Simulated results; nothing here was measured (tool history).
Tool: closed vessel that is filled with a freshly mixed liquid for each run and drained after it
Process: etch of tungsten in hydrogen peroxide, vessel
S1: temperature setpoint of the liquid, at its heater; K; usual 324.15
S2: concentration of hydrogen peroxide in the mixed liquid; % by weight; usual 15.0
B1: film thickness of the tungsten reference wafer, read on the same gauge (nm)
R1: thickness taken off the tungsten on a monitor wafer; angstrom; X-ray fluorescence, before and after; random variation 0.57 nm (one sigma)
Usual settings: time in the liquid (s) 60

{"run": 1, "hour": 0.0, "S1": 324.15, "S2": 15.0, "time in the liquid (s)": 60, "B1": 129.98, "R1": 596.5}
{"run": 2, "hour": 18.1, "S1": 324.15, "S2": 15.0, "time in the liquid (s)": 60, "B1": 130.04, "R1": 601.9}
{"run": 3, "hour": 36.9, "S1": 324.15, "S2": 15.0, "time in the liquid (s)": 60, "B1": 130.01, "R1": 590.1}
{"run": 4, "hour": 61.0, "S1": 327.65, "S2": 15.0, "time in the liquid (s)": 60, "B1": 129.99, "R1": 742.9}
{"run": 5, "hour": 83.8, "S1": 327.65, "S2": 15.0, "time in the liquid (s)": 60, "B1": 130.01, "R1": 720.6}
{"run": 6, "hour": 111.3, "S1": 329.15, "S2": 15.0, "time in the liquid (s)": 60, "B1": 130.0, "R1": 794.1}
{"run": 7, "hour": 139.0, "S1": 324.15, "S2": 15.0, "time in the liquid (s)": 60, "B1": 130.02, "R1": 594.9}
{"run": 8, "hour": 161.4, "S1": 324.15, "S2": 15.0, "time in the liquid (s)": 60, "B1": 130.01, "R1": 593.4}
{"run": 9, "hour": 178.4, "S1": 324.15, "S2": 15.0, "time in the liquid (s)": 60, "B1": 129.99, "R1": 595.3}
{"run": 10, "hour": 204.4, "S1": 324.15, "S2": 15.0, "time in the liquid (s)": 60, "B1": 130.01, "R1": 587.6}
{"run": 11, "hour": 220.7, "S1": 324.15, "S2": 15.0, "time in the liquid (s)": 60, "B1": 129.99, "R1": 589.9}
{"run": 12, "hour": 242.1, "S1": 324.15, "S2": 15.0, "time in the liquid (s)": 60, "B1": 130.0, "R1": 596.2}
{"run": 13, "hour": 277.4, "S1": 315.15, "S2": 12.0, "time in the liquid (s)": 75, "B1": 129.99, "R1": 376.1}
{"run": 14, "hour": 298.0, "S1": 324.15, "S2": 15.0, "time in the liquid (s)": 60, "B1": 130.0, "R1": 593.0}
{"run": 15, "hour": 321.9, "S1": 314.15, "S2": 19.5, "time in the liquid (s)": 30, "B1": 130.0, "R1": 181.4}
{"run": 16, "hour": 349.8, "S1": 331.65, "S2": 17.5, "time in the liquid (s)": 90, "B1": 129.95, "R1": 1498.4}
{"run": 17, "hour": 382.3, "S1": 330.15, "S2": 15.0, "time in the liquid (s)": 60, "B1": 129.97, "R1": 846.6}
{"run": 18, "hour": 396.1, "S1": 324.15, "S2": 15.0, "time in the liquid (s)": 60, "B1": 130.01, "R1": 593.4}
{"run": 19, "hour": 420.4, "S1": 324.15, "S2": 19.5, "time in the liquid (s)": 70, "B1": 129.98, "R1": 778.2}
{"run": 20, "hour": 438.2, "S1": 318.15, "S2": 15.0, "time in the liquid (s)": 40, "B1": 129.99, "R1": 275.5}
{"run": 21, "hour": 456.9, "S1": 332.15, "S2": 17.0, "time in the liquid (s)": 75, "B1": 130.03, "R1": 1276.6}
{"run": 22, "hour": 479.0, "S1": 319.65, "S2": 17.0, "time in the liquid (s)": 35, "B1": 129.99, "R1": 279.9}
{"run": 23, "hour": 501.4, "S1": 324.15, "S2": 15.0, "time in the liquid (s)": 60, "B1": 129.99, "R1": 597.3}
{"run": 24, "hour": 519.0, "S1": 324.15, "S2": 15.0, "time in the liquid (s)": 50, "B1": 130.02, "R1": 490.7}

Taken out of this log: 4 entries between the listed runs. Where each belongs, and how the hidden state differs across it:
Between runs 9 and 10: thermometer replaced (hour 203.9)
  no hidden state differs between the two runs
Between runs 12 and 13: new drum of peroxide connected (hour 246.5)
  no hidden state differs between the two runs
Between runs 14 and 15: gauge calibrated (hour 313.9)
  no hidden state differs between the two runs
Between runs 16 and 17: peroxide flow meter replaced (hour 358.6)
  no hidden state differs between the two runs

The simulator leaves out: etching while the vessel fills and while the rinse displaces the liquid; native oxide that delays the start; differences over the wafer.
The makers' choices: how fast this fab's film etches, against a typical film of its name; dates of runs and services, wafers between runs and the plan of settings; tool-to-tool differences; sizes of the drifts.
